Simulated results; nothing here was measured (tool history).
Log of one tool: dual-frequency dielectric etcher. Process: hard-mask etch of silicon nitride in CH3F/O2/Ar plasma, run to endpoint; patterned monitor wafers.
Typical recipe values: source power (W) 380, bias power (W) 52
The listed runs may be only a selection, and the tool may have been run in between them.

| run | hour | source power (W) | bias power (W) | incoming incoming film thickness, nm | endpoint time (s) |
|---|---|---|---|---|---|
| 1 | 0 | 430 | 58 | 43.72 | 65.9 |
| 2 | 106.2 | 430 | 58 | 43.67 | 64.8 |
|  | 173.1 | wet clean of the chamber |
| 3 | 180.2 | 380 | 43 | 43.79 | 78.4 |
| 4 | 277.3 | 330 | 52 | 44.36 | 79.5 |
| 5 | 354.7 | 330 | 52 | 43.73 | 77.9 |
| 6 | 413.8 | 380 | 48 | 44.07 | 74.2 |
| 7 | 462.1 | 380 | 52 | 44.07 | 72.1 |
|  | 540.7 | wet clean of the chamber |
| 8 | 547.3 | 380 | 58 | 43.75 | 71.8 |
| 9 | 590.5 | 380 | 58 | 44.11 | 71.6 |
| 10 | 634.1 | 380 | 49 | 43.97 | 75.1 |
|  | 675.8 | upper electrode replaced |
| 11 | 719.4 | 380 | 49 | 44 | 74.6 |
| 12 | 811 | 470 | 57 | 44.32 | 64.1 |
|  | 896 | wet clean of the chamber |
| 13 | 1034 | 380 | 52 | 44.26 | 74.3 |
| 14 | 1128 | 320 | 61 | 44.36 | 76.2 |
| 15 | 1181.3 | 300 | 56 | 44.37 | 80.6 |
| 16 | 1253.9 | 380 | 52 | 43.84 | 71.5 |
|  | 1265.1 | source power generator calibrated |
|  | 1280.9 | wet clean of the chamber |
|  | 1282.3 | bias power generator calibrated |
| 17 | 1313.7 | 430 | 43 | 44.09 | 71.8 |
| 18 | 1389.7 | 380 | 52 | 43.64 | 71.2 |
| 19 | 1462.1 | 480 | 46 | 44.2 | 66 |
| 20 | 1525.8 | 280 | 64 | 43.55 | 77.5 |
|  | 1601.3 | wet clean of the chamber |
| 21 | 1654.6 | 430 | 56 | 44.42 | 67.7 |
| 22 | 1718.1 | 380 | 52 | 43.87 | 71.9 |

Below are 4 alternative next runs, each starting from the tool's condition after run 22. Predict each:
| A | 1718.5 | 380 | 52 | 43.89 | ? |
| B | 1718.5 | 450 | 58 | 43.89 | ? |
| C | 1718.5 | 320 | 44 | 43.89 | ? |
| D | 1718.5 | 440 | 45 | 43.89 | ? |

| run | endpoint time (s) |
|---|---|
| A | 72.5 |
| B | 64.6 |
| C | 83.1 |
| D | 70.2 |
What these runs would have given with no unlogged condition in the tool:
| run | endpoint time (s) |
|---|---|
| A | 72.7 |
| B | 64.8 |
| C | 83.4 |
| D | 70.4 |
